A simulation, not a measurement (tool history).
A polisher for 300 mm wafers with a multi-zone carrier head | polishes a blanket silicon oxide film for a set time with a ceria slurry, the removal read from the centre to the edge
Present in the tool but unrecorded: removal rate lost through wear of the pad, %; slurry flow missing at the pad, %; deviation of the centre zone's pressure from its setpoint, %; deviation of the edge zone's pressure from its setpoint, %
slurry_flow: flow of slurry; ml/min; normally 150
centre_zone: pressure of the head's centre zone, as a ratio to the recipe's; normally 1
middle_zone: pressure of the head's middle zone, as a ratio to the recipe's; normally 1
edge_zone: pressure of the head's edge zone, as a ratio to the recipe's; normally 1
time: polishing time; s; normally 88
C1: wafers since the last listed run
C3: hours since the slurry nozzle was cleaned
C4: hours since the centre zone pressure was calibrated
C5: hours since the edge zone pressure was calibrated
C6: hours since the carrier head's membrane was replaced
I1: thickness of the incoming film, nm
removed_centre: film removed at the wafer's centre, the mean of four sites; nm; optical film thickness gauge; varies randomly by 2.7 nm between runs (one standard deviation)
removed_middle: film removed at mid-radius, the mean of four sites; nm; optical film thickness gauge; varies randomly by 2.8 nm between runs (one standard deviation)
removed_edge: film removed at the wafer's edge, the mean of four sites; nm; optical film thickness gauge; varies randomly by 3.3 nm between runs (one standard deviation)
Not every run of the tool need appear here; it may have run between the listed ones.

run 1 hour=0 | slurry_flow=125 centre_zone=1 middle_zone=1 edge_zone=1.1 time=88 | C1=0 wafers_polished_on_this_pad=5066 C3=146.3 C4=424.5 C5=739.4 C6=414.3 | I1=969.1 | removed_centre=256.6 removed_middle=275.2 removed_edge=292.1
run 2 hour=67.7 | slurry_flow=150 centre_zone=1 middle_zone=1 edge_zone=1 time=88 | C1=441 wafers_polished_on_this_pad=5508 C3=214 C4=492.2 C5=807.1 C6=482 | I1=971.5 | removed_centre=263.9 removed_middle=287.1 removed_edge=294
-- hour=81.9 worn pad replaced by a new one
run 3 hour=132.8 | slurry_flow=150 centre_zone=0.94 middle_zone=1 edge_zone=1.07 time=88 | C1=398 wafers_polished_on_this_pad=331 C3=279.1 C4=557.3 C5=872.2 C6=547.1 | I1=966.1 | removed_centre=245.4 removed_middle=286.1 removed_edge=302.5
-- hour=143.6 edge zone pressure recalibrated
run 4 hour=217.1 | slurry_flow=150 centre_zone=0.9 middle_zone=1 edge_zone=0.89 time=88 | C1=536 wafers_polished_on_this_pad=868 C3=363.4 C4=641.6 C5=73.5 C6=631.4 | I1=966.8 | removed_centre=235.7 removed_middle=286.4 removed_edge=272.3
run 5 hour=310.3 | slurry_flow=175 centre_zone=1 middle_zone=1 edge_zone=1.1 time=88 | C1=607 wafers_polished_on_this_pad=1476 C3=456.6 C4=734.8 C5=166.7 C6=724.6 | I1=975.2 | removed_centre=272.2 removed_middle=293.6 removed_edge=310.9
run 6 hour=410 | slurry_flow=150 centre_zone=1.06 middle_zone=1 edge_zone=1 time=88 | C1=650 wafers_polished_on_this_pad=2126 C3=556.3 C4=834.5 C5=266.4 C6=824.3 | I1=960.8 | removed_centre=273.5 removed_middle=290.4 removed_edge=288.6
-- hour=487.2 centre zone pressure recalibrated
run 7 hour=492.7 | slurry_flow=150 centre_zone=1.08 middle_zone=1 edge_zone=1 time=109 | C1=526 wafers_polished_on_this_pad=2652 C3=639 C4=5.5 C5=349.1 C6=907 | I1=964.2 | removed_centre=380.2 removed_middle=356.2 removed_edge=358.4
-- hour=638.1 slurry nozzle cleaned
run 8 hour=756 | slurry_flow=165 centre_zone=1 middle_zone=1.07 edge_zone=1 time=74 | C1=1710 wafers_polished_on_this_pad=4363 C3=117.9 C4=268.8 C5=612.4 C6=1170.3 | I1=966.7 | removed_centre=232.3 removed_middle=257.4 removed_edge=242
run 9 hour=857.5 | slurry_flow=150 centre_zone=1.04 middle_zone=1 edge_zone=0.92 time=57 | C1=661 wafers_polished_on_this_pad=5025 C3=219.4 C4=370.3 C5=713.9 C6=1271.8 | I1=967.5 | removed_centre=181.4 removed_middle=188.1 removed_edge=185.9
run 10 hour=899.6 | slurry_flow=150 centre_zone=1 middle_zone=0.9 edge_zone=0.93 time=63 | C1=274 wafers_polished_on_this_pad=5299 C3=261.5 C4=412.4 C5=756 C6=1313.9 | I1=983.6 | removed_centre=190.4 removed_middle=198.6 removed_edge=200.5
-- hour=907.1 worn pad replaced by a new one
run 11 hour=975.3 | slurry_flow=150 centre_zone=1 middle_zone=0.91 edge_zone=0.92 time=88 | C1=467 wafers_polished_on_this_pad=444 C3=337.2 C4=488.1 C5=831.7 C6=1389.6 | I1=974.5 | removed_centre=261.3 removed_middle=271.7 removed_edge=285.4
-- hour=1046.4 edge zone pressure recalibrated
-- hour=1281.1 centre zone pressure recalibrated
run 12 hour=1287.8 | slurry_flow=150 centre_zone=1 middle_zone=0.89 edge_zone=1 time=106 | C1=2011 wafers_polished_on_this_pad=2456 C3=649.7 C4=6.7 C5=241.4 C6=1702.1 | I1=965.2 | removed_centre=337.9 removed_middle=331 removed_edge=349.9
run 13 hour=1334 | slurry_flow=190 centre_zone=1 middle_zone=1 edge_zone=1 time=100 | C1=301 wafers_polished_on_this_pad=2757 C3=695.9 C4=52.9 C5=287.6 C6=1748.3 | I1=971 | removed_centre=332.8 removed_middle=342.4 removed_edge=336.5
-- hour=1396.9 slurry nozzle cleaned
-- hour=1532.5 carrier head's membrane replaced by a new one
run 14 hour=1556.4 | slurry_flow=150 centre_zone=0.95 middle_zone=0.91 edge_zone=0.92 time=114 | C1=1411 wafers_polished_on_this_pad=4169 C3=159.5 C4=275.3 C5=510 C6=23.9 | I1=967.7 | removed_centre=338.1 removed_middle=356.4 removed_edge=370.6
run 15 hour=1604.3 | slurry_flow=150 centre_zone=0.91 middle_zone=1 edge_zone=1 time=115 | C1=312 wafers_polished_on_this_pad=4481 C3=207.4 C4=323.2 C5=557.9 C6=71.8 | I1=962.1 | removed_centre=322.7 removed_middle=374.8 removed_edge=376.4
run 16 hour=1666.2 | slurry_flow=150 centre_zone=0.96 middle_zone=1 edge_zone=0.92 time=75 | C1=403 wafers_polished_on_this_pad=4885 C3=269.3 C4=385.1 C5=619.8 C6=133.7 | I1=981.7 | removed_centre=221.5 removed_middle=244.2 removed_edge=241.2
-- hour=1737.5 worn pad replaced by a new one
run 17 hour=1738 | slurry_flow=150 centre_zone=1 middle_zone=1.04 edge_zone=1 time=76 | C1=442 wafers_polished_on_this_pad=3 C3=341.1 C4=456.9 C5=691.6 C6=205.5 | I1=979.1 | removed_centre=230.5 removed_middle=251.3 removed_edge=251
run 18 hour=1840.7 | slurry_flow=150 centre_zone=1 middle_zone=1 edge_zone=0.93 time=88 | C1=669 wafers_polished_on_this_pad=672 C3=443.8 C4=559.6 C5=794.3 C6=308.2 | I1=973 | removed_centre=266.6 removed_middle=287.7 removed_edge=283.6
run 19 hour=1909.3 | slurry_flow=150 centre_zone=1 middle_zone=1 edge_zone=1 time=69 | C1=447 wafers_polished_on_this_pad=1120 C3=512.4 C4=628.2 C5=862.9 C6=376.8 | I1=981.2 | removed_centre=203.5 removed_middle=227 removed_edge=229.4
-- hour=1924.9 edge zone pressure recalibrated
run 20 hour=1974.2 | slurry_flow=150 centre_zone=1 middle_zone=1 edge_zone=1 time=105 | C1=410 wafers_polished_on_this_pad=1530 C3=577.3 C4=693.1 C5=49.3 C6=441.7 | I1=975.7 | removed_centre=313.4 removed_middle=339.6 removed_edge=348.1
-- hour=2020.5 centre zone pressure recalibrated
run 21 hour=2067.3 | slurry_flow=115 centre_zone=1 middle_zone=1.03 edge_zone=1 time=106 | C1=594 wafers_polished_on_this_pad=2124 C3=670.4 C4=46.8 C5=142.4 C6=534.8 | I1=980.7 | removed_centre=316 removed_middle=328.3 removed_edge=336.3
-- hour=2145 slurry nozzle cleaned
run 22 hour=2166.6 | slurry_flow=150 centre_zone=1 middle_zone=1 edge_zone=1 time=88 | C1=641 wafers_polished_on_this_pad=2765 C3=21.6 C4=146.1 C5=241.7 C6=634.1 | I1=981.6 | removed_centre=274.5 removed_middle=286.6 removed_edge=296.2

Each row is a separate what-if for the run after 22, all from the same tool condition, not one after another. Results?
run A hour=2167 | slurry_flow=150 centre_zone=1 middle_zone=1 edge_zone=1 time=88 | C1=2 wafers_polished_on_this_pad=2768 C3=22 C4=146.5 C5=242.1 C6=634.5 | I1=969 | removed_centre=? removed_middle=? removed_edge=?
run B hour=2167 | slurry_flow=115 centre_zone=1.1 middle_zone=1 edge_zone=1 time=88 | C1=2 wafers_polished_on_this_pad=2768 C3=22 C4=146.5 C5=242.1 C6=634.5 | I1=969 | removed_centre=? removed_middle=? removed_edge=?
run C hour=2167 | slurry_flow=110 centre_zone=0.92 middle_zone=1 edge_zone=1 time=78 | C1=2 wafers_polished_on_this_pad=2768 C3=22 C4=146.5 C5=242.1 C6=634.5 | I1=969 | removed_centre=? removed_middle=? removed_edge=?
run D hour=2167 | slurry_flow=150 centre_zone=1 middle_zone=1 edge_zone=0.88 time=103 | C1=2 wafers_polished_on_this_pad=2768 C3=22 C4=146.5 C5=242.1 C6=634.5 | I1=969 | removed_centre=? removed_middle=? removed_edge=?

run=A removed_centre=271.9 removed_middle=289.6 removed_edge=297.1
run=B removed_centre=278 removed_middle=271.2 removed_edge=283.8
run=C removed_centre=202.6 removed_middle=237.5 removed_edge=249.3
run=D removed_centre=318.3 removed_middle=339 removed_edge=329.5
What these runs would have given with no unlogged condition in the tool:
run=A removed_centre=282.3 removed_middle=289.5 removed_edge=297.1
run=B removed_centre=288.5 removed_middle=271.1 removed_edge=283.8
run=C removed_centre=210.4 removed_middle=237.4 removed_edge=249.3
run=D removed_centre=330.4 removed_middle=338.9 removed_edge=329.5
